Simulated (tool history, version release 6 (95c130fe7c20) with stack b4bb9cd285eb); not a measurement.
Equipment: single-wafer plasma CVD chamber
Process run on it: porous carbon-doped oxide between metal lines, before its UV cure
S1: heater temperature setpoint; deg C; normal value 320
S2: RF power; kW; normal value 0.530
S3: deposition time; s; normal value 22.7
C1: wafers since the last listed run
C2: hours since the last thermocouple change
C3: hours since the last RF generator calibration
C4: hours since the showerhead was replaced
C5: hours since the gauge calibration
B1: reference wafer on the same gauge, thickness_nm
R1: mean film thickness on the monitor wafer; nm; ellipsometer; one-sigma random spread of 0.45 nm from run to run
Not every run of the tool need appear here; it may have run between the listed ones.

Run 1, hour 0.0: usual settings; C1 0; C2 989.3; C3 1827.0; C4 3303.1; C5 376.7; B1 101.952. Result: R1 111.994 nm.
Run 2, hour 68.7: usual settings but S1 317 deg C; C1 1372; C2 1058.0; C3 1895.7; C4 3371.8; C5 445.4; B1 102.053. Result: R1 112.832 nm.
Run 3, hour 128.8: usual settings but S1 317 deg C; C1 1200; C2 1118.1; C3 1955.8; C4 3431.9; C5 505.5; B1 101.948. Result: R1 113.117 nm.
Run 4, hour 187.6: usual settings; C1 1174; C2 1176.9; C3 2014.6; C4 3490.7; C5 564.3; B1 101.960. Result: R1 111.543 nm.
Run 5, hour 233.6: usual settings; C1 919; C2 1222.9; C3 2060.6; C4 3536.7; C5 610.3; B1 102.048. Result: R1 111.655 nm.
Run 6, hour 293.3: usual settings; C1 1192; C2 1282.6; C3 2120.3; C4 3596.4; C5 670.0; B1 102.042. Result: R1 110.410 nm.
Run 7, hour 338.1: usual settings; C1 895; C2 1327.4; C3 2165.1; C4 3641.2; C5 714.8; B1 102.079. Result: R1 111.242 nm.
At hour 405.4: showerhead replaced.
Run 8, hour 409.5: usual settings; C1 1266; C2 1398.8; C3 2236.5; C4 4.1; C5 786.2; B1 102.092. Result: R1 110.857 nm.
Run 9, hour 435.0: usual settings; C1 509; C2 1424.3; C3 2262.0; C4 29.6; C5 811.7; B1 102.025. Result: R1 109.851 nm.
Run 10, hour 496.0: usual settings; C1 1218; C2 1485.3; C3 2323.0; C4 90.6; C5 872.7; B1 101.864. Result: R1 110.632 nm.
At hour 505.3: RF generator calibrated.
At hour 548.7: gauge calibrated.
Run 11, hour 556.9: usual settings; C1 1056; C2 1546.2; C3 51.6; C4 151.5; C5 8.2; B1 102.097. Result: R1 113.332 nm.
Run 12, hour 592.2: usual settings; C1 705; C2 1581.5; C3 86.9; C4 186.8; C5 43.5; B1 102.052. Result: R1 113.420 nm.
At hour 619.1: thermocouple changed; heater temperature recalibrated.
Run 13, hour 648.0: usual settings; C1 955; C2 28.9; C3 142.7; C4 242.6; C5 99.3; B1 101.834. Result: R1 116.413 nm.
Run 14, hour 677.7: usual settings but S2 0.435 kW, S3 21.1 s; C1 593; C2 58.6; C3 172.4; C4 272.3; C5 129.0; B1 102.180. Result: R1 91.523 nm.
Run 15, hour 749.5: usual settings but S2 0.615 kW, S3 20.7 s; C1 1434; C2 130.4; C3 244.2; C4 344.1; C5 200.8; B1 102.070. Result: R1 117.536 nm.
Run 16, hour 813.4: usual settings but S3 21.4 s; C1 1276; C2 194.3; C3 308.1; C4 408.0; C5 264.7; B1 102.031. Result: R1 108.533 nm.
Run 17, hour 873.5: usual settings but S1 307 deg C, S2 0.440 kW, S3 18.5 s; C1 1200; C2 254.4; C3 368.2; C4 468.1; C5 324.8; B1 102.071. Result: R1 86.187 nm.
Run 18, hour 900.6: usual settings but S1 330 deg C, S2 0.590 kW; C1 541; C2 281.5; C3 395.3; C4 495.2; C5 351.9; B1 101.849. Result: R1 119.598 nm.
Run 19, hour 934.1: usual settings but S1 312 deg C, S2 0.500 kW, S3 20.7 s; C1 669; C2 315.0; C3 428.8; C4 528.7; C5 385.4; B1 102.029. Result: R1 104.610 nm.
Run 20, hour 995.2: usual settings; C1 1220; C2 376.1; C3 489.9; C4 589.8; C5 446.5; B1 102.081. Result: R1 114.550 nm.
Run 21, hour 1042.8: usual settings but S3 26.9 s; C1 951; C2 423.7; C3 537.5; C4 637.4; C5 494.1; B1 101.903. Result: R1 134.653 nm.
Run 22, hour 1068.3: usual settings but S2 0.475 kW, S3 26.5 s; C1 509; C2 449.2; C3 563.0; C4 662.9; C5 519.6; B1 101.963. Result: R1 122.054 nm.
Run 23, hour 1117.0: usual settings but S1 308 deg C, S2 0.595 kW; C1 973; C2 497.9; C3 611.7; C4 711.6; C5 568.3; B1 101.888. Result: R1 130.889 nm.
Run 24, hour 1153.4: usual settings; C1 727; C2 534.3; C3 648.1; C4 748.0; C5 604.7; B1 101.951. Result: R1 114.157 nm.
Run 25, hour 1185.2: usual settings but S1 309 deg C, S2 0.450 kW; C1 635; C2 566.1; C3 679.9; C4 779.8; C5 636.5; B1 101.961. Result: R1 103.776 nm.

Each row is a separate what-if for the run after 25, all from the same tool condition, not one after another. Results?
Run A, hour 1185.6: usual settings; C1 7; C2 566.5; C3 680.3; C4 780.2; C5 636.9; B1 ?. Result: R1 ?.
Run B, hour 1185.6: usual settings but S2 0.430 kW, S3 25.4 s; C1 7; C2 566.5; C3 680.3; C4 780.2; C5 636.9; B1 ?. Result: R1 ?.
Run C, hour 1185.6: usual settings but S1 308 deg C; C1 7; C2 566.5; C3 680.3; C4 780.2; C5 636.9; B1 ?. Result: R1 ?.
Run D, hour 1185.6: usual settings but S3 18.8 s; C1 7; C2 566.5; C3 680.3; C4 780.2; C5 636.9; B1 ?. Result: R1 ?.

run       B1       R1
  A  101.914  113.216
  B  101.914  106.465
  C  101.914  119.567
  D  101.914   94.380
What these runs would have given with no unlogged condition in the tool:
run       R1
  A  117.879
  B  111.491
  C  124.548
  D   98.266

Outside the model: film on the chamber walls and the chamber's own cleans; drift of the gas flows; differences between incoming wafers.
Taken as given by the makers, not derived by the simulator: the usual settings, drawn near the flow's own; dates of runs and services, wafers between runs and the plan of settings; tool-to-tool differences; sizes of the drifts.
